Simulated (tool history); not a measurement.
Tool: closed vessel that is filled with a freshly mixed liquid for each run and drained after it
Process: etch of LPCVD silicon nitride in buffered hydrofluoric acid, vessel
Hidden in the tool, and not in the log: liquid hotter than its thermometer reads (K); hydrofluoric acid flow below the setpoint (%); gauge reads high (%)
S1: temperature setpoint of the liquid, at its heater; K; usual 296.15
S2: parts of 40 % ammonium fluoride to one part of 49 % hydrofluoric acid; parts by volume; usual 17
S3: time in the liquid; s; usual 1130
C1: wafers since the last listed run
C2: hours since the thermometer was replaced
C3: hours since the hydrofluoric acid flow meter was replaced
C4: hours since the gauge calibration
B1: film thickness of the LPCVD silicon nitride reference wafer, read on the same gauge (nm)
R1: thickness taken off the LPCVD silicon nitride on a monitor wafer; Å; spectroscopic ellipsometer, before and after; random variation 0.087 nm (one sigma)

run	hour	S1	S2	S3	C1	C2	C3	C4	B1	R1
1	0.0	296.15	17	1130	0	1539.8	314.1	254.9	129.98	107.0
2	71.2	296.15	17	1130	2220	1611.0	385.3	326.1	129.99	105.2
3	115.7	296.15	17	1130	1387	1655.5	429.8	370.6	130.01	106.3
4	220.5	296.15	17	1130	3268	1760.3	534.6	475.4	130.02	105.6
5	328.3	296.15	17	1130	3361	1868.1	642.4	583.2	129.99	106.4
6	433.1	296.15	17	1130	3268	1972.9	747.2	688.0	130.01	107.7
7	530.2	296.15	17	1130	3028	2070.0	844.3	785.1	129.99	106.5

Run 8 comes next. What will it give?
8	635.5	292.65	13	1415	3283	2175.3	949.6	890.4	?	?

B1: 129.99
R1: 144.8 Å
Without the tool's hidden state the same run would have given R1 132.1 Å.
